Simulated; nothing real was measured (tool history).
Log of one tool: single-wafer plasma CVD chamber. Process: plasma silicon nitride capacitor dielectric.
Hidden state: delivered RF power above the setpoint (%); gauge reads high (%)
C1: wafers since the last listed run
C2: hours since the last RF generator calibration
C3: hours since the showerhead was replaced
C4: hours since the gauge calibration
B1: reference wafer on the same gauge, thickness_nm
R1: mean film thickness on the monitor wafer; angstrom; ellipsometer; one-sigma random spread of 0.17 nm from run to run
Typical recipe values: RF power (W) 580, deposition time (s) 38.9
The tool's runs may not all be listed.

{"run": 1, "hour": 0.0, "RF power (W)": 580, "deposition time (s)": 38.9, "C1": 0, "C2": 1691.3, "C3": 932.8, "C4": 408.9, "B1": 55.474, "R1": 629.59}
{"run": 2, "hour": 64.1, "RF power (W)": 580, "deposition time (s)": 43.5, "C1": 2000, "C2": 1755.4, "C3": 996.9, "C4": 473.0, "B1": 55.558, "R1": 699.74}
{"run": 3, "hour": 191.1, "RF power (W)": 580, "deposition time (s)": 43.5, "C1": 3963, "C2": 1882.4, "C3": 1123.9, "C4": 600.0, "B1": 55.495, "R1": 702.39}
{"run": 4, "hour": 264.7, "RF power (W)": 630, "deposition time (s)": 38.9, "C1": 2296, "C2": 1956.0, "C3": 1197.5, "C4": 673.6, "B1": 55.536, "R1": 638.58}
{"run": 5, "hour": 314.9, "RF power (W)": 555, "deposition time (s)": 38.9, "C1": 1566, "C2": 2006.2, "C3": 1247.7, "C4": 723.8, "B1": 55.493, "R1": 621.22}
{"run": 6, "hour": 374.9, "RF power (W)": 580, "deposition time (s)": 33.0, "C1": 1872, "C2": 2066.2, "C3": 1307.7, "C4": 783.8, "B1": 55.514, "R1": 531.09}
{"run": 7, "hour": 448.8, "RF power (W)": 580, "deposition time (s)": 33.0, "C1": 2306, "C2": 2140.1, "C3": 1381.6, "C4": 857.7, "B1": 55.467, "R1": 533.42}
{"run": 8, "hour": 541.2, "RF power (W)": 580, "deposition time (s)": 33.0, "C1": 2883, "C2": 2232.5, "C3": 1474.0, "C4": 950.1, "B1": 55.455, "R1": 533.28}
{"run": 9, "hour": 597.3, "RF power (W)": 580, "deposition time (s)": 38.9, "C1": 1750, "C2": 2288.6, "C3": 1530.1, "C4": 1006.2, "B1": 55.469, "R1": 626.19}
{"run": 10, "hour": 818.2, "RF power (W)": 580, "deposition time (s)": 38.9, "C1": 6894, "C2": 2509.5, "C3": 1751.0, "C4": 1227.1, "B1": 55.493, "R1": 624.37}
{"hour": 950.7, "done": "gauge calibrated"}
{"hour": 991.8, "done": "RF generator calibrated"}
{"run": 11, "hour": 1108.6, "RF power (W)": 580, "deposition time (s)": 38.9, "C1": 8813, "C2": 116.8, "C3": 2041.4, "C4": 157.9, "B1": 55.481, "R1": 637.95}
{"run": 12, "hour": 1158.9, "RF power (W)": 580, "deposition time (s)": 38.9, "C1": 1569, "C2": 167.1, "C3": 2091.7, "C4": 208.2, "B1": 55.502, "R1": 637.98}
{"run": 13, "hour": 1230.6, "RF power (W)": 580, "deposition time (s)": 38.9, "C1": 2237, "C2": 238.8, "C3": 2163.4, "C4": 279.9, "B1": 55.497, "R1": 632.37}
{"run": 14, "hour": 1313.1, "RF power (W)": 690, "deposition time (s)": 32.2, "C1": 2574, "C2": 321.3, "C3": 2245.9, "C4": 362.4, "B1": 55.537, "R1": 543.77}
{"run": 15, "hour": 1381.4, "RF power (W)": 580, "deposition time (s)": 44.3, "C1": 2131, "C2": 389.6, "C3": 2314.2, "C4": 430.7, "B1": 55.482, "R1": 725.12}
{"run": 16, "hour": 1468.7, "RF power (W)": 580, "deposition time (s)": 38.9, "C1": 2724, "C2": 476.9, "C3": 2401.5, "C4": 518.0, "B1": 55.462, "R1": 632.35}
{"run": 17, "hour": 1576.1, "RF power (W)": 540, "deposition time (s)": 44.4, "C1": 3351, "C2": 584.3, "C3": 2508.9, "C4": 625.4, "B1": 55.464, "R1": 709.77}
{"hour": 1604.4, "done": "showerhead replaced"}
{"run": 18, "hour": 1669.4, "RF power (W)": 550, "deposition time (s)": 46.6, "C1": 2662, "C2": 677.6, "C3": 65.0, "C4": 718.7, "B1": 55.494, "R1": 751.92}
{"run": 19, "hour": 1767.6, "RF power (W)": 505, "deposition time (s)": 42.2, "C1": 3064, "C2": 775.8, "C3": 163.2, "C4": 816.9, "B1": 55.546, "R1": 664.69}
{"run": 20, "hour": 1848.2, "RF power (W)": 580, "deposition time (s)": 38.9, "C1": 2515, "C2": 856.4, "C3": 243.8, "C4": 897.5, "B1": 55.522, "R1": 629.27}
{"run": 21, "hour": 1949.0, "RF power (W)": 580, "deposition time (s)": 44.7, "C1": 3145, "C2": 957.2, "C3": 344.6, "C4": 998.3, "B1": 55.533, "R1": 727.09}
{"run": 22, "hour": 2133.9, "RF power (W)": 520, "deposition time (s)": 31.9, "C1": 5770, "C2": 1142.1, "C3": 529.5, "C4": 1183.2, "B1": 55.526, "R1": 506.15}

Below are 5 alternative next runs, each starting from the tool's condition after run 22. Predict each:
{"run": "A", "hour": 2134.3, "RF power (W)": 540, "deposition time (s)": 38.9, "C1": 12, "C2": 1142.5, "C3": 529.9, "C4": 1183.6, "B1": "?", "R1": "?"}
{"run": "B", "hour": 2134.3, "RF power (W)": 620, "deposition time (s)": 36.1, "C1": 12, "C2": 1142.5, "C3": 529.9, "C4": 1183.6, "B1": "?", "R1": "?"}
{"run": "C", "hour": 2134.3, "RF power (W)": 580, "deposition time (s)": 46.4, "C1": 12, "C2": 1142.5, "C3": 529.9, "C4": 1183.6, "B1": "?", "R1": "?"}
{"run": "D", "hour": 2134.3, "RF power (W)": 465, "deposition time (s)": 42.9, "C1": 12, "C2": 1142.5, "C3": 529.9, "C4": 1183.6, "B1": "?", "R1": "?"}
{"run": "E", "hour": 2134.3, "RF power (W)": 615, "deposition time (s)": 44.5, "C1": 12, "C2": 1142.5, "C3": 529.9, "C4": 1183.6, "B1": "?", "R1": "?"}

run=A B1=55.532 R1=620.02
run=B B1=55.532 R1=592.08
run=C B1=55.532 R1=750.46
run=D B1=55.532 R1=663.88
run=E B1=55.532 R1=728.60
Stripped of hidden state, with their random variation kept, the same runs would have yielded:
run=A R1=628.32
run=B R1=600.00
run=C R1=760.50
run=D R1=672.76
run=E R1=738.35
